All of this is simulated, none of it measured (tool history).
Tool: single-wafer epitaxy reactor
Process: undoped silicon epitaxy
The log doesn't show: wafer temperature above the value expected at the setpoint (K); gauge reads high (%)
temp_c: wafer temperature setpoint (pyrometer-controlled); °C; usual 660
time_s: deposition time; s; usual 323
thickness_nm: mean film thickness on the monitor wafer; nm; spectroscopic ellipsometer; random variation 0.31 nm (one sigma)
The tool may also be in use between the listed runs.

| run | hour | temp_c | time_s | wafers since the last listed run | hours since the last pyrometer calibration | hours since the gauge calibration | read-back reference wafer on the same gauge, thickness_nm | thickness_nm |
|---|---|---|---|---|---|---|---|---|
| 1 | 0.0 | 648 | 285 | 0 | 1145.4 | 197.1 | 70.963 | 41.800 |
| 2 | 17.3 | 648 | 285 | 106 | 1162.7 | 214.4 | 71.049 | 42.166 |
| 3 | 36.7 | 660 | 323 | 119 | 1182.1 | 233.8 | 71.038 | 59.857 |
| 4 | 71.6 | 651 | 323 | 214 | 1217.0 | 268.7 | 70.999 | 50.118 |
| 5 | 101.6 | 651 | 323 | 184 | 1247.0 | 298.7 | 71.002 | 50.512 |
| 6 | 132.4 | 651 | 323 | 189 | 1277.8 | 329.5 | 70.902 | 50.255 |
| 7 | 152.8 | 660 | 323 | 125 | 1298.2 | 349.9 | 71.027 | 59.629 |
| 8 | 186.2 | 660 | 323 | 205 | 1331.6 | 383.3 | 70.962 | 59.775 |
|  | 196.6 | gauge calibrated |
| 9 | 212.7 | 660 | 323 | 162 | 1358.1 | 16.1 | 70.965 | 59.863 |
| 10 | 236.6 | 660 | 380 | 146 | 1382.0 | 40.0 | 70.927 | 70.330 |
| 11 | 253.5 | 667 | 262 | 103 | 1398.9 | 56.9 | 70.878 | 55.238 |
| 12 | 283.1 | 660 | 323 | 181 | 1428.5 | 86.5 | 70.998 | 59.774 |
|  | 352.9 | pyrometer calibrated |
| 13 | 385.9 | 673 | 377 | 582 | 33.0 | 189.3 | 71.033 | 109.822 |
| 14 | 417.3 | 674 | 380 | 192 | 64.4 | 220.7 | 71.135 | 113.171 |
|  | 437.7 | pyrometer calibrated, repeated, since the last time left the tool worse |
| 15 | 439.1 | 652 | 323 | 84 | 1.4 | 242.5 | 71.102 | 56.031 |
| 16 | 469.2 | 665 | 360 | 184 | 31.5 | 272.6 | 70.976 | 79.061 |
| 17 | 483.4 | 673 | 323 | 87 | 45.7 | 286.8 | 70.934 | 82.142 |
| 18 | 503.0 | 651 | 323 | 120 | 65.3 | 306.4 | 70.963 | 54.777 |
| 19 | 535.7 | 660 | 357 | 200 | 98.0 | 339.1 | 70.984 | 71.330 |

5 ways to go on from here, each from the tool as it stands after run 19. What would each give?
| A | 536.2 | 654 | 323 | 3 | 98.5 | 339.6 | ? | ? |
| B | 536.2 | 666 | 323 | 3 | 98.5 | 339.6 | ? | ? |
| C | 536.2 | 647 | 301 | 3 | 98.5 | 339.6 | ? | ? |
| D | 536.2 | 668 | 301 | 3 | 98.5 | 339.6 | ? | ? |
| E | 536.2 | 664 | 323 | 3 | 98.5 | 339.6 | ? | ? |

| run | read-back reference wafer on the same gauge, thickness_nm | thickness_nm |
|---|---|---|
| A | 70.933 | 56.825 |
| B | 70.933 | 71.189 |
| C | 70.933 | 46.321 |
| D | 70.933 | 68.846 |
| E | 70.933 | 68.589 |
Without the tool's hidden state the same runs would have given:
| run | thickness_nm |
|---|---|
| A | 57.283 |
| B | 71.751 |
| C | 46.699 |
| D | 69.387 |
| E | 69.132 |
